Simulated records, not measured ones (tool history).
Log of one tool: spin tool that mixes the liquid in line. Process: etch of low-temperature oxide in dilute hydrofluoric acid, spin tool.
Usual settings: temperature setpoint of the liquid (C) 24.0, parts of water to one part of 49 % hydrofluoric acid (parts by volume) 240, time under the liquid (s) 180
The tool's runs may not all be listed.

run    hour  temperature setpoint of the liquid (C)  parts of water to one part of 49 % hydrofluoric acid (parts by volume)  time under the liquid (s)  wafers since the last listed run  hours since the thermometer was replaced  hours since the hydrofluoric acid flow meter was replaced  hours since the gauge calibration  read-back film thickness of the low-temperature oxide reference wafer, read on the same gauge (nm)  thickness taken off the low-temperature oxide on a monitor wafer (angstrom)
  1     0.0                                    24.0                                                                     195                        180                                 0                                     600.9                                                      522.5                              841.3                                                                                              139.99                                                                        124.7
  2    41.0                                    24.0                                                                     240                        150                               272                                     641.9                                                      563.5                              882.3                                                                                              140.00                                                                         79.7
  3    80.9                                    24.0                                                                     240                        150                               265                                     681.8                                                      603.4                              922.2                                                                                              140.01                                                                         80.0
  4   147.7                                    26.0                                                                     240                        180                               444                                     748.6                                                      670.2                              989.0                                                                                              140.01                                                                        104.0
  5   213.7                                    26.0                                                                     240                        180                               439                                     814.6                                                      736.2                             1055.0                                                                                              139.98                                                                        103.1
  6   239.7                                    24.0                                                                     150                        210                               173                                     840.6                                                      762.2                             1081.0                                                                                              140.02                                                                        201.5
      277.0  -- thermometer replaced
  7   280.0                                    24.0                                                                     150                        210                               261                                       3.0                                                      802.5                             1121.3                                                                                              140.00                                                                        198.0
  8   323.6                                    24.0                                                                     240                        180                               290                                      46.6                                                      846.1                             1164.9                                                                                              139.93                                                                         95.7
      325.5  -- hydrofluoric acid flow meter replaced
  9   357.7                                    20.5                                                                     240                        180                               220                                      80.7                                                       32.2                             1199.0                                                                                              139.99                                                                         85.1
 10   405.7                                    24.0                                                                     355                        180                               319                                     128.7                                                       80.2                             1247.0                                                                                              140.01                                                                         57.5
      455.3  -- gauge calibrated
 11   456.1                                    26.0                                                                     240                        245                               335                                     179.1                                                      130.6                                0.8                                                                                              140.03                                                                        142.0
 12   510.1                                    27.5                                                                     200                        290                               359                                     233.1                                                      184.6                               54.8                                                                                              139.93                                                                        225.2
 13   579.3                                    28.0                                                                     300                        180                               460                                     302.3                                                      253.8                              124.0                                                                                              139.98                                                                         83.1
 14   625.0                                    28.5                                                                     140                        180                               304                                     348.0                                                      299.5                              169.7                                                                                              140.00                                                                        223.3
 15   708.9                                    26.0                                                                     175                        140                               558                                     431.9                                                      383.4                              253.6                                                                                              139.97                                                                        118.3
 16   869.6                                    24.0                                                                     240                        180                              1069                                     592.6                                                      544.1                              414.3                                                                                              140.00                                                                         96.8
 17   933.8                                    21.5                                                                     240                        180                               427                                     656.8                                                      608.3                              478.5                                                                                              139.99                                                                         87.8
 18   962.5                                    24.0                                                                     240                        180                               191                                     685.5                                                      637.0                              507.2                                                                                              140.01                                                                         96.5
 19  1022.6                                    24.0                                                                     240                        180                               400                                     745.6                                                      697.1                              567.3                                                                                              140.00                                                                         96.7
 20  1088.2                                    28.5                                                                     345                        130                               436                                     811.2                                                      762.7                              632.9                                                                                              140.04                                                                         50.7
 21  1123.1                                    22.5                                                                     330                        235                               232                                     846.1                                                      797.6                              667.8                                                                                              140.01                                                                         79.0
     1161.1  -- thermometer replaced
 22  1182.5                                    19.0                                                                     205                        180                               388                                      21.4                                                      857.0                              727.2                                                                                              140.01                                                                         97.8
     1217.0  -- hydrofluoric acid flow meter replaced
 23  1249.5                                    24.0                                                                     170                        260                               439                                      88.4                                                       32.5                              794.2                                                                                              140.04                                                                        213.2
 24  1274.4                                    24.0                                                                     205                        180                               165                                     113.3                                                       57.4                              819.1                                                                                              139.98                                                                        116.2
 25  1320.0                                    26.0                                                                     155                        150                               303                                     158.9                                                      103.0                              864.7                                                                                              139.99                                                                        148.5
 26  1373.1                                    24.0                                                                     240                        180                               353                                     212.0                                                      156.1                              917.8                                                                                              140.03                                                                         96.1
 27  1402.9                                    22.0                                                                     155                        265                               198                                     241.8                                                      185.9                              947.6                                                                                              139.99                                                                        224.2
 28  1453.7                                    24.0                                                                     240                        180                               338                                     292.6                                                      236.7                              998.4                                                                                              140.02                                                                         96.0
 29  1478.7                                    24.0                                                                     185                        140                               166                                     317.6                                                      261.7                             1023.4                                                                                              140.00                                                                        104.2
 30  1536.0                                    19.0                                                                     205                        180                               381                                     374.9                                                      319.0                             1080.7                                                                                              139.96                                                                         96.1
 31  1576.9                                    26.5                                                                     175                        245                               272                                     415.8                                                      359.9                             1121.6                                                                                              140.03                                                                        212.7
 32  1628.3                                    24.0                                                                     240                        180                               342                                     467.2                                                      411.3                             1173.0                                                                                              140.00                                                                         95.5

What the log doesn't show, run by run:
liquid hotter than its thermometer reads (K): 0 in every run
hydrofluoric acid flow above the setpoint (%): 0 in every run
gauge reads high (%): 0 in every run
